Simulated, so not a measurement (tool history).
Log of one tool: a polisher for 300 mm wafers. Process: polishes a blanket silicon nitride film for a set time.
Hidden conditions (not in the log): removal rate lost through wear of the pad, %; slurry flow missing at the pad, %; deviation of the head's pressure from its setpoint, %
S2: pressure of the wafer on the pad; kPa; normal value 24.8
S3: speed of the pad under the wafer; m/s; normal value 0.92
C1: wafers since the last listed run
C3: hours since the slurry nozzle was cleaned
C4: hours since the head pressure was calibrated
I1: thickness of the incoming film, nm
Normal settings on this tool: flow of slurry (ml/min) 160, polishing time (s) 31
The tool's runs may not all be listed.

{"run": 1, "hour": 0.0, "flow of slurry (ml/min)": 160, "S2": 24.8, "S3": 1.04, "polishing time (s)": 31, "C1": 0, "wafers polished on this pad": 1244, "C3": 210.8, "C4": 410.4, "I1": 652.4, "film removed (nm)": 46.0}
{"run": 2, "hour": 43.4, "flow of slurry (ml/min)": 160, "S2": 24.8, "S3": 1.04, "polishing time (s)": 31, "C1": 323, "wafers polished on this pad": 1568, "C3": 254.2, "C4": 453.8, "I1": 654.3, "film removed (nm)": 45.9}
{"hour": 83.4, "done": "worn pad replaced by a new one"}
{"run": 3, "hour": 137.3, "flow of slurry (ml/min)": 160, "S2": 24.8, "S3": 1.04, "polishing time (s)": 31, "C1": 669, "wafers polished on this pad": 401, "C3": 348.1, "C4": 547.7, "I1": 655.7, "film removed (nm)": 46.6}
{"hour": 139.6, "done": "slurry nozzle cleaned"}
{"run": 4, "hour": 213.2, "flow of slurry (ml/min)": 135, "S2": 24.8, "S3": 0.92, "polishing time (s)": 31, "C1": 558, "wafers polished on this pad": 960, "C3": 73.6, "C4": 623.6, "I1": 654.3, "film removed (nm)": 40.6}
{"run": 5, "hour": 276.0, "flow of slurry (ml/min)": 135, "S2": 24.8, "S3": 0.92, "polishing time (s)": 31, "C1": 467, "wafers polished on this pad": 1428, "C3": 136.4, "C4": 686.4, "I1": 659.8, "film removed (nm)": 40.9}
{"hour": 320.6, "done": "worn pad replaced by a new one"}
{"run": 6, "hour": 321.1, "flow of slurry (ml/min)": 135, "S2": 24.8, "S3": 0.92, "polishing time (s)": 31, "C1": 306, "wafers polished on this pad": 3, "C3": 181.5, "C4": 731.5, "I1": 648.3, "film removed (nm)": 41.0}
{"hour": 405.2, "done": "head pressure recalibrated"}
{"run": 7, "hour": 451.4, "flow of slurry (ml/min)": 160, "S2": 28.3, "S3": 0.92, "polishing time (s)": 31, "C1": 956, "wafers polished on this pad": 960, "C3": 311.8, "C4": 46.2, "I1": 653.4, "film removed (nm)": 46.6}
{"hour": 478.1, "done": "slurry nozzle cleaned"}
{"run": 8, "hour": 495.8, "flow of slurry (ml/min)": 160, "S2": 28.3, "S3": 0.92, "polishing time (s)": 31, "C1": 323, "wafers polished on this pad": 1283, "C3": 17.7, "C4": 90.6, "I1": 653.6, "film removed (nm)": 46.0}
{"hour": 524.2, "done": "worn pad replaced by a new one"}
{"run": 9, "hour": 596.8, "flow of slurry (ml/min)": 160, "S2": 22.1, "S3": 0.92, "polishing time (s)": 31, "C1": 722, "wafers polished on this pad": 540, "C3": 118.7, "C4": 191.6, "I1": 638.4, "film removed (nm)": 37.7}
{"run": 10, "hour": 680.4, "flow of slurry (ml/min)": 160, "S2": 21.4, "S3": 0.92, "polishing time (s)": 31, "C1": 623, "wafers polished on this pad": 1163, "C3": 202.3, "C4": 275.2, "I1": 653.8, "film removed (nm)": 36.8}
{"run": 11, "hour": 725.6, "flow of slurry (ml/min)": 115, "S2": 24.8, "S3": 0.92, "polishing time (s)": 31, "C1": 336, "wafers polished on this pad": 1500, "C3": 247.5, "C4": 320.4, "I1": 656.1, "film removed (nm)": 39.1}
{"run": 12, "hour": 773.7, "flow of slurry (ml/min)": 160, "S2": 24.8, "S3": 1.04, "polishing time (s)": 41, "C1": 358, "wafers polished on this pad": 1859, "C3": 295.6, "C4": 368.5, "I1": 650.2, "film removed (nm)": 61.1}
{"hour": 785.7, "done": "worn pad replaced by a new one"}
{"hour": 852.3, "done": "slurry nozzle cleaned"}
{"run": 13, "hour": 854.7, "flow of slurry (ml/min)": 160, "S2": 22.1, "S3": 0.92, "polishing time (s)": 31, "C1": 566, "wafers polished on this pad": 506, "C3": 2.4, "C4": 449.5, "I1": 654.2, "film removed (nm)": 37.7}
{"run": 14, "hour": 937.5, "flow of slurry (ml/min)": 160, "S2": 24.8, "S3": 0.92, "polishing time (s)": 31, "C1": 617, "wafers polished on this pad": 1123, "C3": 85.2, "C4": 532.3, "I1": 651.7, "film removed (nm)": 41.7}
{"hour": 991.4, "done": "worn pad replaced by a new one"}
{"run": 15, "hour": 1029.9, "flow of slurry (ml/min)": 205, "S2": 29.0, "S3": 1.2, "polishing time (s)": 42, "C1": 658, "wafers polished on this pad": 287, "C3": 177.6, "C4": 624.7, "I1": 644.5, "film removed (nm)": 84.3}
{"run": 16, "hour": 1080.6, "flow of slurry (ml/min)": 125, "S2": 24.8, "S3": 1.04, "polishing time (s)": 31, "C1": 377, "wafers polished on this pad": 665, "C3": 228.3, "C4": 675.4, "I1": 637.0, "film removed (nm)": 44.6}
{"run": 17, "hour": 1156.2, "flow of slurry (ml/min)": 115, "S2": 28.3, "S3": 0.74, "polishing time (s)": 25, "C1": 563, "wafers polished on this pad": 1228, "C3": 303.9, "C4": 751.0, "I1": 635.5, "film removed (nm)": 30.3}

Predict each of these 3 candidate next runs independently; none follows another, all start after run 17:
{"run": "A", "hour": 1156.6, "flow of slurry (ml/min)": 160, "S2": 24.8, "S3": 0.92, "polishing time (s)": 31, "C1": 2, "wafers polished on this pad": 1231, "C3": 304.3, "C4": 751.4, "I1": 643.2, "film removed (nm)": "?"}
{"run": "B", "hour": 1156.6, "flow of slurry (ml/min)": 200, "S2": 24.8, "S3": 0.92, "polishing time (s)": 31, "C1": 2, "wafers polished on this pad": 1231, "C3": 304.3, "C4": 751.4, "I1": 643.2, "film removed (nm)": "?"}
{"run": "C", "hour": 1156.6, "flow of slurry (ml/min)": 160, "S2": 15.9, "S3": 0.92, "polishing time (s)": 23, "C1": 2, "wafers polished on this pad": 1231, "C3": 304.3, "C4": 751.4, "I1": 643.2, "film removed (nm)": "?"}

run=A film_removed_(nm)=42.3
run=B film_removed_(nm)=43.7
run=C film_removed_(nm)=21.6
What these runs would have given with no unlogged condition in the tool:
run=A film_removed_(nm)=41.3
run=B film_removed_(nm)=42.6
run=C film_removed_(nm)=21.1

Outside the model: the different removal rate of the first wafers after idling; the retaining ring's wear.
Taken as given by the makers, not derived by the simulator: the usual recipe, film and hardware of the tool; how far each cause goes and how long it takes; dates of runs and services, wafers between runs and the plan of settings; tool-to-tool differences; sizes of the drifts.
